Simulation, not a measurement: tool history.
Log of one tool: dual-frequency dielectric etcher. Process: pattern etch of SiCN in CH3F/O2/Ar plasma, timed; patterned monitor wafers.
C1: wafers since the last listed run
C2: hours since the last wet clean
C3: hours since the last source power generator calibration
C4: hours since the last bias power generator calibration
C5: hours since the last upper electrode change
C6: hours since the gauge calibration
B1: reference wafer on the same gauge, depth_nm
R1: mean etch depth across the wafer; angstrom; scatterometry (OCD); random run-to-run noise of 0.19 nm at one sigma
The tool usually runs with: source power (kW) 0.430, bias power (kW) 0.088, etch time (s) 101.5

{"run": 1, "day": 0.0, "source power (kW)": 0.43, "bias power (kW)": 0.099, "etch time (s)": 101.5, "C1": 0, "C2": 4.2, "C3": 1420.6, "C4": 2556.9, "C5": 2980.8, "C6": 556.6, "B1": 48.87, "R1": 485.7}
{"run": 2, "day": 2.054, "source power (kW)": 0.43, "bias power (kW)": 0.099, "etch time (s)": 101.5, "C1": 299, "C2": 53.5, "C3": 1469.9, "C4": 2606.2, "C5": 3030.1, "C6": 605.9, "B1": 48.85, "R1": 487.9}
{"run": 3, "day": 3.292, "source power (kW)": 0.43, "bias power (kW)": 0.088, "etch time (s)": 101.5, "C1": 180, "C2": 83.2, "C3": 1499.6, "C4": 2635.9, "C5": 3059.8, "C6": 635.6, "B1": 48.9, "R1": 456.6}
{"run": 4, "day": 6.2, "source power (kW)": 0.43, "bias power (kW)": 0.088, "etch time (s)": 101.5, "C1": 424, "C2": 153.0, "C3": 1569.4, "C4": 2705.7, "C5": 3129.6, "C6": 705.4, "B1": 48.89, "R1": 452.6}
{"run": 5, "day": 7.671, "source power (kW)": 0.43, "bias power (kW)": 0.088, "etch time (s)": 85.5, "C1": 214, "C2": 188.3, "C3": 1604.7, "C4": 2741.0, "C5": 3164.9, "C6": 740.7, "B1": 48.86, "R1": 381.3}
{"run": 6, "day": 9.396, "source power (kW)": 0.43, "bias power (kW)": 0.088, "etch time (s)": 85.5, "C1": 251, "C2": 229.7, "C3": 1646.1, "C4": 2782.4, "C5": 3206.3, "C6": 782.1, "B1": 48.93, "R1": 380.7}
{"run": 7, "day": 11.575, "source power (kW)": 0.43, "bias power (kW)": 0.088, "etch time (s)": 85.5, "C1": 318, "C2": 282.0, "C3": 1698.4, "C4": 2834.7, "C5": 3258.6, "C6": 834.4, "B1": 48.84, "R1": 377.8}
{"run": 8, "day": 13.092, "source power (kW)": 0.34, "bias power (kW)": 0.088, "etch time (s)": 101.5, "C1": 221, "C2": 318.4, "C3": 1734.8, "C4": 2871.1, "C5": 3295.0, "C6": 870.8, "B1": 48.92, "R1": 386.8}
{"run": 9, "day": 15.779, "source power (kW)": 0.34, "bias power (kW)": 0.088, "etch time (s)": 101.5, "C1": 392, "C2": 382.9, "C3": 1799.3, "C4": 2935.6, "C5": 3359.5, "C6": 935.3, "B1": 48.9, "R1": 386.4}
{"day": 17.329, "done": "upper electrode replaced"}
{"day": 18.0, "done": "source power generator calibrated"}
{"run": 10, "day": 18.754, "source power (kW)": 0.43, "bias power (kW)": 0.088, "etch time (s)": 101.5, "C1": 264, "C2": 454.3, "C3": 18.1, "C4": 3007.0, "C5": 34.2, "C6": 1006.7, "B1": 48.91, "R1": 460.3}
{"run": 11, "day": 20.567, "source power (kW)": 0.43, "bias power (kW)": 0.088, "etch time (s)": 101.5, "C1": 264, "C2": 497.8, "C3": 61.6, "C4": 3050.5, "C5": 77.7, "C6": 1050.2, "B1": 48.92, "R1": 460.4}
{"run": 12, "day": 23.05, "source power (kW)": 0.43, "bias power (kW)": 0.088, "etch time (s)": 101.5, "C1": 362, "C2": 557.4, "C3": 121.2, "C4": 3110.1, "C5": 137.3, "C6": 1109.8, "B1": 48.86, "R1": 458.0}
{"run": 13, "day": 24.167, "source power (kW)": 0.43, "bias power (kW)": 0.088, "etch time (s)": 101.5, "C1": 163, "C2": 584.2, "C3": 148.0, "C4": 3136.9, "C5": 164.1, "C6": 1136.6, "B1": 48.88, "R1": 453.7}
{"run": 14, "day": 27.217, "source power (kW)": 0.43, "bias power (kW)": 0.088, "etch time (s)": 101.5, "C1": 445, "C2": 657.4, "C3": 221.2, "C4": 3210.1, "C5": 237.3, "C6": 1209.8, "B1": 48.88, "R1": 451.1}
{"day": 29.025, "done": "wet clean of the chamber"}
{"run": 15, "day": 29.046, "source power (kW)": 0.43, "bias power (kW)": 0.088, "etch time (s)": 101.5, "C1": 121, "C2": 0.5, "C3": 265.1, "C4": 3254.0, "C5": 281.2, "C6": 1253.7, "B1": 48.9, "R1": 460.4}
{"run": 16, "day": 31.179, "source power (kW)": 0.43, "bias power (kW)": 0.088, "etch time (s)": 130.0, "C1": 311, "C2": 51.7, "C3": 316.3, "C4": 3305.2, "C5": 332.4, "C6": 1304.9, "B1": 48.98, "R1": 592.2}
{"run": 17, "day": 32.979, "source power (kW)": 0.52, "bias power (kW)": 0.078, "etch time (s)": 101.5, "C1": 262, "C2": 94.9, "C3": 359.5, "C4": 3348.4, "C5": 375.6, "C6": 1348.1, "B1": 48.89, "R1": 480.4}
{"run": 18, "day": 34.429, "source power (kW)": 0.43, "bias power (kW)": 0.088, "etch time (s)": 91.0, "C1": 211, "C2": 129.7, "C3": 394.3, "C4": 3383.2, "C5": 410.4, "C6": 1382.9, "B1": 48.94, "R1": 408.5}
{"run": 19, "day": 36.988, "source power (kW)": 0.37, "bias power (kW)": 0.099, "etch time (s)": 114.5, "C1": 373, "C2": 191.1, "C3": 455.7, "C4": 3444.6, "C5": 471.8, "C6": 1444.3, "B1": 48.91, "R1": 498.2}
{"run": 20, "day": 38.267, "source power (kW)": 0.46, "bias power (kW)": 0.088, "etch time (s)": 101.5, "C1": 186, "C2": 221.8, "C3": 486.4, "C4": 3475.3, "C5": 502.5, "C6": 1475.0, "B1": 48.93, "R1": 475.4}
{"run": 21, "day": 39.396, "source power (kW)": 0.47, "bias power (kW)": 0.102, "etch time (s)": 101.5, "C1": 164, "C2": 248.9, "C3": 513.5, "C4": 3502.4, "C5": 529.6, "C6": 1502.1, "B1": 48.87, "R1": 514.3}
{"day": 40.704, "done": "gauge calibrated"}
{"run": 22, "day": 42.379, "source power (kW)": 0.33, "bias power (kW)": 0.077, "etch time (s)": 84.0, "C1": 435, "C2": 320.5, "C3": 585.1, "C4": 3574.0, "C5": 601.2, "C6": 40.2, "B1": 48.85, "R1": 293.5}
{"run": 23, "day": 44.388, "source power (kW)": 0.43, "bias power (kW)": 0.099, "etch time (s)": 101.5, "C1": 293, "C2": 368.7, "C3": 633.3, "C4": 3622.2, "C5": 649.4, "C6": 88.4, "B1": 48.87, "R1": 477.0}
{"day": 44.738, "done": "bias power generator calibrated"}
{"run": 24, "day": 46.654, "source power (kW)": 0.51, "bias power (kW)": 0.078, "etch time (s)": 118.5, "C1": 306, "C2": 423.1, "C3": 687.7, "C4": 46.0, "C5": 703.8, "C6": 142.8, "B1": 48.82, "R1": 544.3}
{"run": 25, "day": 47.954, "source power (kW)": 0.43, "bias power (kW)": 0.088, "etch time (s)": 101.5, "C1": 189, "C2": 454.3, "C3": 718.9, "C4": 77.2, "C5": 735.0, "C6": 174.0, "B1": 48.95, "R1": 448.7}
{"run": 26, "day": 50.671, "source power (kW)": 0.43, "bias power (kW)": 0.073, "etch time (s)": 121.0, "C1": 396, "C2": 519.5, "C3": 784.1, "C4": 142.4, "C5": 800.2, "C6": 239.2, "B1": 48.89, "R1": 481.9}
{"run": 27, "day": 53.438, "source power (kW)": 0.4, "bias power (kW)": 0.079, "etch time (s)": 122.5, "C1": 403, "C2": 585.9, "C3": 850.5, "C4": 208.8, "C5": 866.6, "C6": 305.6, "B1": 48.87, "R1": 483.9}
{"run": 28, "day": 56.042, "source power (kW)": 0.32, "bias power (kW)": 0.088, "etch time (s)": 131.0, "C1": 380, "C2": 648.4, "C3": 913.0, "C4": 271.3, "C5": 929.1, "C6": 368.1, "B1": 48.87, "R1": 470.7}

Branching from run 28: 4 alternative next runs. What would each branch give?
{"run": "A", "day": 56.058, "source power (kW)": 0.43, "bias power (kW)": 0.088, "etch time (s)": 115.5, "C1": 2, "C2": 648.8, "C3": 913.4, "C4": 271.7, "C5": 929.5, "C6": 368.5, "B1": "?", "R1": "?"}
{"run": "B", "day": 56.058, "source power (kW)": 0.36, "bias power (kW)": 0.088, "etch time (s)": 101.5, "C1": 2, "C2": 648.8, "C3": 913.4, "C4": 271.7, "C5": 929.5, "C6": 368.5, "B1": "?", "R1": "?"}
{"run": "C", "day": 56.058, "source power (kW)": 0.33, "bias power (kW)": 0.097, "etch time (s)": 101.5, "C1": 2, "C2": 648.8, "C3": 913.4, "C4": 271.7, "C5": 929.5, "C6": 368.5, "B1": "?", "R1": "?"}
{"run": "D", "day": 56.058, "source power (kW)": 0.39, "bias power (kW)": 0.088, "etch time (s)": 130.5, "C1": 2, "C2": 648.8, "C3": 913.4, "C4": 271.7, "C5": 929.5, "C6": 368.5, "B1": "?", "R1": "?"}

run=A B1=48.94 R1=503.4
run=B B1=48.94 R1=395.7
run=C B1=48.94 R1=392.0
run=D B1=48.94 R1=535.8
With the hidden condition removed and each run's random variation left untouched, the same runs would have given:
run=A R1=535.4
run=B R1=420.7
run=C R1=416.7
run=D R1=569.8
